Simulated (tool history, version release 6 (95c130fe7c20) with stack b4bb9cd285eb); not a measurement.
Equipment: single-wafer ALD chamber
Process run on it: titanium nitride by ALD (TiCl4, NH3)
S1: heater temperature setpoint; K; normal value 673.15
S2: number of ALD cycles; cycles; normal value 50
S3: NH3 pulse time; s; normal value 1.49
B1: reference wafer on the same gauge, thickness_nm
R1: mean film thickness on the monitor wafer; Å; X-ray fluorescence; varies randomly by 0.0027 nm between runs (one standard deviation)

run,hour,S1,S2,S3,B1,R1
1,0.0,673.15,50,1.49,1.104,10.69
2,28.5,673.15,50,1.22,1.102,10.58
3,56.5,673.15,50,1.49,1.099,10.68
4,69.8,673.15,50,1.66,1.098,10.65
5,92.3,673.15,50,1.66,1.097,10.66
6,105.4,673.15,50,1.66,1.095,10.63
# hour 114.3: gauge calibrated
7,138.0,673.15,55,1.08,1.111,11.67
# hour 154.9: thermocouple changed; heater temperature recalibrated
8,157.5,678.15,45,1.49,1.111,9.74
9,177.4,673.15,47,1.49,1.110,10.09
10,204.2,680.15,43,1.26,1.112,9.24
11,219.7,685.15,60,1.07,1.109,12.82
# hour 229.9: showerhead replaced
12,235.9,673.15,50,1.49,1.110,10.71

Forecast run 13:
13,264.2,673.15,50,1.49,?,?

B1: 1.110
R1: 10.71 Å
If the tool had no hidden condition, the same run with the same run-to-run variation would have returned R1 10.72 Å.
